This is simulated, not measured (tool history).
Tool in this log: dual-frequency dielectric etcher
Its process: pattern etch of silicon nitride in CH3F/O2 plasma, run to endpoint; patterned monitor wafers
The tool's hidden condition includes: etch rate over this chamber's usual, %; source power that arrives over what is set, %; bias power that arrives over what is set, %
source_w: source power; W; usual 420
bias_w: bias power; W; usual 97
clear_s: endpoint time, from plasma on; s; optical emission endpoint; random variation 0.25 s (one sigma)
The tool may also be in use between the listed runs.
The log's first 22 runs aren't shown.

run	hour	source_w	bias_w	wafers since the last listed run	hours since the last wet clean	hours since the last source power generator calibration	hours since the last bias power generator calibration	hours since the last upper electrode change	incoming incoming film thickness, nm	clear_s
# hour 542: source power generator calibrated
# hour 565.9: wet clean of the chamber
23	566.4	450	107	84	0.5	24.4	3793.1	441.6	82.8	75.6
24	566.8	330	82	2	0.9	24.8	3793.5	442	82.9	96.7
25	585	500	106	118	19.1	43	3811.7	460.2	83.8	73.9
26	600.8	420	97	103	34.9	58.8	3827.5	476	82.8	81.1
# hour 639.2: bias power generator calibrated
27	699.4	520	120	618	133.5	157.4	60.2	574.6	82.5	67
28	733.5	370	106	222	167.6	191.5	94.3	608.7	82.2	80.4
29	762.5	390	77	189	196.6	220.5	123.3	637.7	82.5	92.1
30	786.5	420	110	156	220.6	244.5	147.3	661.7	83.3	75.7
31	803.9	330	91	113	238	261.9	164.7	679.1	83.7	90.8
32	825.4	390	116	140	259.5	283.4	186.2	700.6	82.7	75.1
33	856.4	450	97	202	290.5	314.4	217.2	731.6	83.2	78.2
34	875	320	112	121	309.1	333	235.8	750.2	83.3	82
35	890.8	420	97	103	324.9	348.8	251.6	766	83.1	79.8

Each row is a separate what-if for the run after 35, all from the same tool condition, not one after another. Results?
A	891.3	420	97	3	325.4	349.3	252.1	766.5	82.1	?
B	891.3	370	78	3	325.4	349.3	252.1	766.5	82.1	?
C	891.3	420	81	3	325.4	349.3	252.1	766.5	82.1	?
D	891.3	320	75	3	325.4	349.3	252.1	766.5	82.1	?

run	clear_s
A	79.3
B	92.7
C	86.8
D	99.7
Without the tool's unlogged condition, the same runs would have read:
run	clear_s
A	81.7
B	95.5
C	89.4
D	102.7
